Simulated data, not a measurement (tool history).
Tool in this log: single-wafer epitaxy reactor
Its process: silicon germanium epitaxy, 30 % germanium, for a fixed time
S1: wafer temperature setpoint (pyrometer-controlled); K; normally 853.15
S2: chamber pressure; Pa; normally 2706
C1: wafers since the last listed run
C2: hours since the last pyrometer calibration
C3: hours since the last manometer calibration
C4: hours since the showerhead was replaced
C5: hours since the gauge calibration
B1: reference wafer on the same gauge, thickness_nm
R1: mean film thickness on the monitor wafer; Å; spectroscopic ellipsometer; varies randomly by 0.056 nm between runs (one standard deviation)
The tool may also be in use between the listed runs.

run	hour	S1	S2	C1	C2	C3	C4	C5	B1	R1
1	0.0	862.15	2893	0	992.1	2318.4	4944.0	411.5	44.592	465.95
2	14.4	862.15	2893	250	1006.5	2332.8	4958.4	425.9	44.620	467.29
3	21.7	853.15	2706	127	1013.8	2340.1	4965.7	433.2	44.594	392.36
# hour 29.4: gauge calibrated
4	39.4	853.15	2706	308	1031.5	2357.8	4983.4	10.0	44.573	392.94
# hour 48.2: pyrometer calibrated
5	48.6	845.15	2706	20	0.4	2367.0	4992.6	19.2	44.596	330.57
6	63.5	845.15	2706	259	15.3	2381.9	5007.5	34.1	44.557	331.84
7	70.1	845.15	2706	114	21.9	2388.5	5014.1	40.7	44.572	331.42
8	76.8	853.15	2706	116	28.6	2395.2	5020.8	47.4	44.600	379.44
9	94.4	853.15	2706	306	46.2	2412.8	5038.4	65.0	44.600	379.99
10	112.3	853.15	2706	311	64.1	2430.7	5056.3	82.9	44.603	381.71
11	122.8	853.15	2706	182	74.6	2441.2	5066.8	93.4	44.618	382.10
12	138.7	862.15	3080	276	90.5	2457.1	5082.7	109.3	44.606	465.77
13	155.3	846.15	2040	288	107.1	2473.7	5099.3	125.9	44.587	307.21
14	170.3	853.15	2706	261	122.1	2488.7	5114.3	140.9	44.622	382.26
15	184.6	853.15	2706	248	136.4	2503.0	5128.6	155.2	44.623	383.49
16	192.2	853.15	2706	132	144.0	2510.6	5136.2	162.8	44.593	383.76
# hour 213.3: showerhead replaced
17	213.8	860.15	2440	236	165.6	2532.2	0.5	184.4	44.585	416.64
18	215.0	866.15	2040	20	166.8	2533.4	1.7	185.6	44.624	430.90
19	240.4	853.15	2706	442	192.2	2558.8	27.1	211.0	44.580	385.24
20	247.3	840.15	3386	120	199.1	2565.7	34.0	217.9	44.615	335.52
21	262.8	866.15	3333	269	214.6	2581.2	49.5	233.4	44.593	517.10
22	273.0	853.15	2706	177	224.8	2591.4	59.7	243.6	44.602	386.67
# hour 290.8: capacitance manometer re-zeroed and calibrated
23	291.3	859.15	3373	179	243.1	0.5	78.0	261.9	44.647	452.97
24	297.9	840.15	2093	114	249.7	7.1	84.6	268.5	44.572	277.17
25	305.9	865.15	2093	139	257.7	15.1	92.6	276.5	44.570	420.64
26	319.4	853.15	2706	234	271.2	28.6	106.1	290.0	44.580	379.74
27	361.1	848.15	2400	725	312.9	70.3	147.8	331.7	44.586	333.12
28	374.2	839.15	2906	227	326.0	83.4	160.9	344.8	44.592	307.22
29	384.4	862.15	2133	177	336.2	93.6	171.1	355.0	44.615	405.13
30	397.6	840.15	3200	229	349.4	106.8	184.3	368.2	44.583	324.50
31	408.9	866.15	2266	196	360.7	118.1	195.6	379.5	44.608	442.25
32	422.4	853.15	2706	234	374.2	131.6	209.1	393.0	44.630	379.79
# hour 424.9: gauge calibrated
33	438.3	853.15	3040	276	390.1	147.5	225.0	13.4	44.609	397.06
34	456.0	853.15	2706	308	407.8	165.2	242.7	31.1	44.597	381.13
35	463.0	853.15	2706	121	414.8	172.2	249.7	38.1	44.569	380.38

Here are 4 independent what-if runs from the current tool condition. What would each one return?
A	463.4	853.15	2706	6	415.2	172.6	250.1	38.5	?	?
B	463.4	853.15	2253	6	415.2	172.6	250.1	38.5	?	?
C	463.4	866.15	2200	6	415.2	172.6	250.1	38.5	?	?
D	463.4	842.15	3240	6	415.2	172.6	250.1	38.5	?	?

run	B1	R1
A	44.560	380.55
B	44.560	356.06
C	44.560	437.82
D	44.560	337.36
With the hidden condition removed and each run's random variation left untouched, the same runs would have given:
run	R1
A	372.41
B	348.45
C	428.75
D	329.94
